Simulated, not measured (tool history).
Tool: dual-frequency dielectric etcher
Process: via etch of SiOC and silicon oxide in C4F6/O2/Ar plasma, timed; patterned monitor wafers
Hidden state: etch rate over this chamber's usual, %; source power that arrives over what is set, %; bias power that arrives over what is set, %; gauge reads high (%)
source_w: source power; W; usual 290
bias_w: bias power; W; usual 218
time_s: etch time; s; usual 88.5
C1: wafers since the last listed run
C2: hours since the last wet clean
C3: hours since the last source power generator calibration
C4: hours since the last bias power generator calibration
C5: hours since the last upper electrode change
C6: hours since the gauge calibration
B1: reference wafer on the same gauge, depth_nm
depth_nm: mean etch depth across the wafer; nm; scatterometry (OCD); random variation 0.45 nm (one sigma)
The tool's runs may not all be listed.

run 1 hour=0 | source_w=290 bias_w=218 time_s=88.5 | C1=0 C2=53.7 C3=2553.6 C4=1154.4 C5=4267.6 C6=234.4 | B1=108.2 | depth_nm=97.1
run 2 hour=103.6 | source_w=290 bias_w=218 time_s=88.5 | C1=963 C2=157.3 C3=2657.2 C4=1258 C5=4371.2 C6=338 | B1=108.3 | depth_nm=96.1
run 3 hour=147.4 | source_w=240 bias_w=218 time_s=88.5 | C1=407 C2=201.1 C3=2701 C4=1301.8 C5=4415 C6=381.8 | B1=108.3 | depth_nm=88
run 4 hour=223.5 | source_w=240 bias_w=218 time_s=88.5 | C1=708 C2=277.2 C3=2777.1 C4=1377.9 C5=4491.1 C6=457.9 | B1=108.3 | depth_nm=87.3
run 5 hour=262.3 | source_w=330 bias_w=218 time_s=88.5 | C1=361 C2=316 C3=2815.9 C4=1416.7 C5=4529.9 C6=496.7 | B1=108.2 | depth_nm=99.8
run 6 hour=334.5 | source_w=330 bias_w=218 time_s=88.5 | C1=671 C2=388.2 C3=2888.1 C4=1488.9 C5=4602.1 C6=568.9 | B1=108.1 | depth_nm=99.1
run 7 hour=391 | source_w=330 bias_w=218 time_s=88.5 | C1=525 C2=444.7 C3=2944.6 C4=1545.4 C5=4658.6 C6=625.4 | B1=108.1 | depth_nm=98.6
-- hour=431.1 wet clean of the chamber
run 8 hour=448 | source_w=290 bias_w=218 time_s=88.5 | C1=307 C2=16.9 C3=3001.6 C4=1602.4 C5=4715.6 C6=682.4 | B1=108.1 | depth_nm=96.5
run 9 hour=626.9 | source_w=290 bias_w=218 time_s=88.5 | C1=1664 C2=195.8 C3=3180.5 C4=1781.3 C5=4894.5 C6=861.3 | B1=108 | depth_nm=95.2
run 10 hour=693.3 | source_w=290 bias_w=218 time_s=88.5 | C1=617 C2=262.2 C3=3246.9 C4=1847.7 C5=4960.9 C6=927.7 | B1=108.4 | depth_nm=93.6
run 11 hour=778.3 | source_w=290 bias_w=251 time_s=107.5 | C1=790 C2=347.2 C3=3331.9 C4=1932.7 C5=5045.9 C6=1012.7 | B1=108.2 | depth_nm=121.2
run 12 hour=878.9 | source_w=290 bias_w=251 time_s=107.5 | C1=936 C2=447.8 C3=3432.5 C4=2033.3 C5=5146.5 C6=1113.3 | B1=108.3 | depth_nm=118.9
-- hour=929.6 wet clean of the chamber
run 13 hour=985.3 | source_w=290 bias_w=218 time_s=88.5 | C1=766 C2=55.7 C3=3538.9 C4=2139.7 C5=5252.9 C6=1219.7 | B1=108.2 | depth_nm=96.9
run 14 hour=1023.5 | source_w=290 bias_w=218 time_s=112 | C1=355 C2=93.9 C3=3577.1 C4=2177.9 C5=5291.1 C6=1257.9 | B1=108.5 | depth_nm=121.9
run 15 hour=1069.2 | source_w=310 bias_w=244 time_s=110 | C1=425 C2=139.6 C3=3622.8 C4=2223.6 C5=5336.8 C6=1303.6 | B1=108.4 | depth_nm=128
-- hour=1125.5 bias power generator calibrated
run 16 hour=1163.3 | source_w=330 bias_w=270 time_s=71.5 | C1=838 C2=233.7 C3=3716.9 C4=37.8 C5=5430.9 C6=1397.7 | B1=108.2 | depth_nm=88.2
run 17 hour=1264.1 | source_w=330 bias_w=176 time_s=108.5 | C1=937 C2=334.5 C3=3817.7 C4=138.6 C5=5531.7 C6=1498.5 | B1=108.4 | depth_nm=114.4
-- hour=1290.2 source power generator calibrated
-- hour=1327.2 upper electrode replaced, of another model than before
run 18 hour=1327.7 | source_w=270 bias_w=238 time_s=73.5 | C1=331 C2=398.1 C3=37.5 C4=202.2 C5=0.5 C6=1562.1 | B1=108.2 | depth_nm=80.6
run 19 hour=1380.3 | source_w=290 bias_w=218 time_s=88.5 | C1=489 C2=450.7 C3=90.1 C4=254.8 C5=53.1 C6=1614.7 | B1=108.2 | depth_nm=93.7
-- hour=1407.9 gauge calibrated
-- hour=1427.5 wet clean of the chamber
run 20 hour=1484.7 | source_w=320 bias_w=257 time_s=65.5 | C1=748 C2=57.2 C3=194.5 C4=359.2 C5=157.5 C6=76.8 | B1=108.3 | depth_nm=80
run 21 hour=1572.3 | source_w=290 bias_w=218 time_s=113.5 | C1=815 C2=144.8 C3=282.1 C4=446.8 C5=245.1 C6=164.4 | B1=108.3 | depth_nm=124.7
run 22 hour=1660.2 | source_w=290 bias_w=267 time_s=80.5 | C1=817 C2=232.7 C3=370 C4=534.7 C5=333 C6=252.3 | B1=108.2 | depth_nm=95.8
run 23 hour=1763.1 | source_w=220 bias_w=218 time_s=88.5 | C1=957 C2=335.6 C3=472.9 C4=637.6 C5=435.9 C6=355.2 | B1=108.2 | depth_nm=88.4
run 24 hour=1836 | source_w=290 bias_w=218 time_s=111.5 | C1=678 C2=408.5 C3=545.8 C4=710.5 C5=508.8 C6=428.1 | B1=108 | depth_nm=119
run 25 hour=1941.8 | source_w=290 bias_w=218 time_s=88.5 | C1=984 C2=514.3 C3=651.6 C4=816.3 C5=614.6 C6=533.9 | B1=108.4 | depth_nm=92.4
run 26 hour=1988.2 | source_w=250 bias_w=269 time_s=88.5 | C1=431 C2=560.7 C3=698 C4=862.7 C5=661 C6=580.3 | B1=108.1 | depth_nm=99.4

Forecast each of these 3 alternatives for the next run:
run A hour=1988.6 | source_w=290 bias_w=218 time_s=88.5 | C1=3 C2=561.1 C3=698.4 C4=863.1 C5=661.4 C6=580.7 | B1=? | depth_nm=?
run B hour=1988.6 | source_w=360 bias_w=190 time_s=107 | C1=3 C2=561.1 C3=698.4 C4=863.1 C5=661.4 C6=580.7 | B1=? | depth_nm=?
run C hour=1988.6 | source_w=290 bias_w=189 time_s=88.5 | C1=3 C2=561.1 C3=698.4 C4=863.1 C5=661.4 C6=580.7 | B1=? | depth_nm=?

run=A B1=108.3 depth_nm=93.6
run=B B1=108.3 depth_nm=111.9
run=C B1=108.3 depth_nm=87.2
Without the tool's hidden state the same runs would have given:
run=A depth_nm=97.8
run=B depth_nm=116.9
run=C depth_nm=91.1

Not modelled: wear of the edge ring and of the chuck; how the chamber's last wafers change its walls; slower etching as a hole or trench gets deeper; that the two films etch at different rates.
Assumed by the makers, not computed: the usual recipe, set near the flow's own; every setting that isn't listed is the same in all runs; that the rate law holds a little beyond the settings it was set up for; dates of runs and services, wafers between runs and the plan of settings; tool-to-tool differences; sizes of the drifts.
